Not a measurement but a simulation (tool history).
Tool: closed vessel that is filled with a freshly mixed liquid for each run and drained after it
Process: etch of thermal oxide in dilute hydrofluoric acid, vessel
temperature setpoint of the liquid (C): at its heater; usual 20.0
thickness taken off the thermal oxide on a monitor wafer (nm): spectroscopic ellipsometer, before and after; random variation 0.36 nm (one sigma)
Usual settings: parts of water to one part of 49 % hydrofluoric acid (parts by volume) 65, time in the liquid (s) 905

run   hour  temperature setpoint of the liquid (C)  parts of water to one part of 49 % hydrofluoric acid (parts by volume)  time in the liquid (s)  wafers since the last listed run  hours since the thermometer was replaced  hours since the hydrofluoric acid flow meter was replaced  hours since the gauge calibration  read-back film thickness of the thermal oxide reference wafer, read on the same gauge (nm)  thickness taken off the thermal oxide on a monitor wafer (nm)
  1    0.0                                    20.0                                                                      45                     905                                 0                                     887.1                                                     1000.0                              234.7                                                                                       60.02                                                          92.72
  2    8.6                                    20.0                                                                      45                     905                               436                                     895.7                                                     1008.6                              243.3                                                                                       60.01                                                          92.66
      13.4  -- gauge calibrated
  3   17.9                                    20.0                                                                      80                     905                               472                                     905.0                                                     1017.9                                4.5                                                                                       59.97                                                          50.26
  4   26.2                                    20.0                                                                      65                     500                               421                                     913.3                                                     1026.2                               12.8                                                                                       59.98                                                          34.39
  5   36.2                                    20.0                                                                      65                     905                               507                                     923.3                                                     1036.2                               22.8                                                                                       60.00                                                          63.05
  6   80.3                                    20.0                                                                      65                     905                              2240                                     967.4                                                     1080.3                               66.9                                                                                       59.99                                                          63.57
  7   94.8                                    20.0                                                                      65                     905                               736                                     981.9                                                     1094.8                               81.4                                                                                       59.98                                                          64.46
  8  112.7                                    20.0                                                                      65                     640                               909                                     999.8                                                     1112.7                               99.3                                                                                       60.03                                                          45.42
     115.3  -- hydrofluoric acid flow meter replaced
  9  124.2                                    20.0                                                                      65                     640                               533                                    1011.3                                                        8.9                              110.8                                                                                       59.97                                                          38.81
 10  141.8                                    20.0                                                                      65                     905                               894                                    1028.9                                                       26.5                              128.4                                                                                       60.01                                                          55.90
 11  157.1                                    20.0                                                                      50                     905                               777                                    1044.2                                                       41.8                              143.7                                                                                       59.99                                                          74.62
 12  164.2                                    20.0                                                                      50                     905                               360                                    1051.3                                                       48.9                              150.8                                                                                       59.99                                                          74.22
 13  180.5                                    20.0                                                                      65                     905                               828                                    1067.6                                                       65.2                              167.1                                                                                       60.00                                                          55.84
 14  189.8                                    17.0                                                                      55                     905                               472                                    1076.9                                                       74.5                              176.4                                                                                       60.02                                                          58.94
 15  202.5                                    23.0                                                                      65                     905                               645                                    1089.6                                                       87.2                              189.1                                                                                       60.03                                                          63.23
 16  208.6                                    20.0                                                                      65                     905                               309                                    1095.7                                                       93.3                              195.2                                                                                       59.99                                                          56.57
 17  217.4                                    20.0                                                                      65                     905                               447                                    1104.5                                                      102.1                              204.0                                                                                       60.06                                                          56.55
 18  231.6                                    20.0                                                                      65                     905                               721                                    1118.7                                                      116.3                              218.2                                                                                       59.99                                                          55.88
     233.5  -- gauge calibrated
     239.9  -- thermometer replaced
 19  248.3                                    22.5                                                                      65                    1440                               797                                       8.4                                                      133.0                               14.8                                                                                       60.02                                                          99.69
 20  254.4                                    20.0                                                                      50                     745                               309                                      14.5                                                      139.1                               20.9                                                                                       59.99                                                          62.17
 21  272.2                                    20.0                                                                      45                     760                               904                                      32.3                                                      156.9                               38.7                                                                                       60.02                                                          70.17
 22  287.3                                    22.5                                                                      75                    1090                               767                                      47.4                                                      172.0                               53.8                                                                                       60.01                                                          64.64
 23  294.4                                    20.0                                                                      65                     905                               360                                      54.5                                                      179.1                               60.9                                                                                       60.01                                                          56.41
 24  311.9                                    20.0                                                                      45                     725                               888                                      72.0                                                      196.6                               78.4                                                                                       60.05                                                          66.94
 25  322.5                                    20.0                                                                      95                    1325                               538                                      82.6                                                      207.2                               89.0                                                                                       60.00                                                          54.91
 26  329.1                                    20.0                                                                      65                     905                               335                                      89.2                                                      213.8                               95.6                                                                                       60.01                                                          57.62
 27  337.0                                    20.0                                                                      95                     905                               401                                      97.1                                                      221.7                              103.5                                                                                       60.02                                                          37.48

Forecast each of these 4 alternatives for the next run:
  A  337.9                                    20.0                                                                      65                     905                                45                                      98.0                                                      222.6                              104.4                                                                                           ?                                                              ?
  B  337.9                                    18.0                                                                      55                     905                                45                                      98.0                                                      222.6                              104.4                                                                                           ?                                                              ?
  C  337.9                                    17.5                                                                      80                     560                                45                                      98.0                                                      222.6                              104.4                                                                                           ?                                                              ?
  D  337.9                                    20.0                                                                      65                    1095                                45                                      98.0                                                      222.6                              104.4                                                                                           ?                                                              ?

run  read-back film thickness of the thermal oxide reference wafer, read on the same gauge (nm)  thickness taken off the thermal oxide on a monitor wafer (nm)
  A                                                                                       59.99                                                          57.68
  B                                                                                       59.99                                                          63.31
  C                                                                                       59.99                                                          25.66
  D                                                                                       59.99                                                          69.79
Without the tool's hidden state the same runs would have given:
run  thickness taken off the thermal oxide on a monitor wafer (nm)
  A                                                          55.97
  B                                                          61.47
  C                                                          24.89
  D                                                          67.73

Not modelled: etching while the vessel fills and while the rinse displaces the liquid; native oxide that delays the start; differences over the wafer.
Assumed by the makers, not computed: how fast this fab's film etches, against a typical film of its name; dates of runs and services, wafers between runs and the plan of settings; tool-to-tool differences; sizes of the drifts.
